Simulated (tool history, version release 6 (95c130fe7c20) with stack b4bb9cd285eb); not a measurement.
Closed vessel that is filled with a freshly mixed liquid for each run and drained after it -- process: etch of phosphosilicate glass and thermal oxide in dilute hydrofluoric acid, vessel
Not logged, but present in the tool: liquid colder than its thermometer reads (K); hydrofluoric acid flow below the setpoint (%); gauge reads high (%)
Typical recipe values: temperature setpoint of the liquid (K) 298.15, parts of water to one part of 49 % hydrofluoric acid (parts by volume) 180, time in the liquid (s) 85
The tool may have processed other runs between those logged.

| run | day | temperature setpoint of the liquid (K) | parts of water to one part of 49 % hydrofluoric acid (parts by volume) | time in the liquid (s) | wafers since the last listed run | hours since the thermometer was replaced | hours since the hydrofluoric acid flow meter was replaced | hours since the gauge calibration | read-back film thickness of the phosphosilicate glass reference wafer, read on the same gauge (nm) | read-back film thickness of the thermal oxide reference wafer, read on the same gauge (nm) | thickness taken off the phosphosilicate glass on a monitor wafer (angstrom) | thickness taken off the thermal oxide on a monitor wafer (angstrom) |
|---|---|---|---|---|---|---|---|---|---|---|---|---|
| 1 | 0 | 300.15 | 205 | 85 | 0 | 1004.2 | 388.1 | 3005.1 | 110.01 | 90.017 | 459.7 | 17.95 |
| 2 | 3.296 | 298.15 | 180 | 85 | 6720 | 1083.3 | 467.2 | 3084.2 | 110.03 | 89.972 | 505.1 | 19.49 |
| 3 | 5.408 | 298.15 | 180 | 85 | 4307 | 1134 | 517.9 | 3134.9 | 109.97 | 89.975 | 498.4 | 19.8 |
|  | 7.454 | hydrofluoric acid flow meter replaced |
| 4 | 8.825 | 298.15 | 180 | 85 | 6881 | 1216 | 32.9 | 3216.9 | 109.98 | 90 | 497.3 | 19.82 |
| 5 | 11.796 | 298.15 | 180 | 85 | 6057 | 1287.3 | 104.2 | 3288.2 | 109.97 | 89.99 | 498.1 | 19.59 |
| 6 | 13.45 | 298.15 | 180 | 85 | 3372 | 1327 | 143.9 | 3327.9 | 110 | 90.046 | 500.6 | 19.64 |
| 7 | 19.112 | 298.15 | 180 | 85 | 11545 | 1462.9 | 279.8 | 3463.8 | 109.99 | 90.004 | 500.2 | 19.62 |
|  | 19.938 | gauge calibrated |
| 8 | 22.2 | 296.15 | 265 | 60 | 6295 | 1537 | 353.9 | 54.3 | 109.98 | 90.01 | 205.5 | 7.96 |
| 9 | 24.258 | 298.15 | 180 | 85 | 4196 | 1586.4 | 403.3 | 103.7 | 109.99 | 90.004 | 495.9 | 20 |
| 10 | 26.171 | 298.15 | 180 | 85 | 3899 | 1632.3 | 449.2 | 149.6 | 110.01 | 90.008 | 498.5 | 19.54 |
|  | 29.858 | hydrofluoric acid flow meter replaced |
| 11 | 30.033 | 298.15 | 180 | 85 | 7790 | 1725 | 4.2 | 242.3 | 110.01 | 89.999 | 502.7 | 19.83 |
| 12 | 31.621 | 296.65 | 130 | 85 | 3236 | 1763.1 | 42.3 | 280.4 | 109.98 | 89.958 | 690.9 | 27.05 |
|  | 34.183 | thermometer replaced |
| 13 | 43.746 | 295.15 | 155 | 85 | 24637 | 229.5 | 333.3 | 571.4 | 110.02 | 90.01 | 537.4 | 20.53 |
| 14 | 46.042 | 298.15 | 180 | 85 | 4681 | 284.6 | 388.4 | 626.5 | 110.01 | 89.997 | 500.2 | 19.35 |
| 15 | 48.462 | 298.15 | 180 | 85 | 4936 | 342.7 | 446.5 | 684.6 | 110.02 | 89.985 | 500.5 | 19.54 |
|  | 50.85 | hydrofluoric acid flow meter replaced |
| 16 | 53.833 | 298.15 | 180 | 50 | 10866 | 471.6 | 71.6 | 813.5 | 110.02 | 90.024 | 294.2 | 11.44 |
| 17 | 56.821 | 296.65 | 210 | 55 | 6091 | 543.3 | 143.3 | 885.2 | 110 | 89.96 | 253.8 | 10 |
| 18 | 64.296 | 301.65 | 180 | 85 | 15241 | 722.7 | 322.7 | 1064.6 | 110.01 | 90.015 | 567.6 | 22.23 |
| 19 | 67.008 | 298.15 | 180 | 130 | 5530 | 787.8 | 387.8 | 1129.7 | 109.98 | 89.972 | 758.7 | 30.03 |
| 20 | 69.683 | 298.15 | 125 | 85 | 5454 | 852 | 452 | 1193.9 | 110.01 | 89.974 | 776.3 | 29.75 |
| 21 | 72.508 | 298.15 | 180 | 85 | 5760 | 919.8 | 519.8 | 1261.7 | 109.99 | 90.016 | 500 | 20.04 |
| 22 | 74.012 | 300.15 | 95 | 110 | 3066 | 955.9 | 555.9 | 1297.8 | 110 | 89.967 | 1478.3 | 57.74 |
|  | 76.062 | hydrofluoric acid flow meter replaced |
| 23 | 84.996 | 298.15 | 180 | 85 | 22309 | 1219.5 | 214.4 | 1561.4 | 109.97 | 90.006 | 493.3 | 19.5 |
| 24 | 89.329 | 298.15 | 180 | 35 | 8835 | 1323.5 | 318.4 | 1665.4 | 110.02 | 89.989 | 207.6 | 8.18 |
| 25 | 91.054 | 298.15 | 180 | 55 | 3517 | 1364.9 | 359.8 | 1706.8 | 110.02 | 90.008 | 322.8 | 12.84 |
| 26 | 93.233 | 295.15 | 145 | 60 | 4443 | 1417.2 | 412.1 | 1759.1 | 110.02 | 90.01 | 401.2 | 16.2 |

Exercise: give the hidden state of the tool at every run:
liquid colder than its thermometer reads (K): 0 in every run
hydrofluoric acid flow below the setpoint (%): 0 in every run
gauge reads high (%): 0 in every run
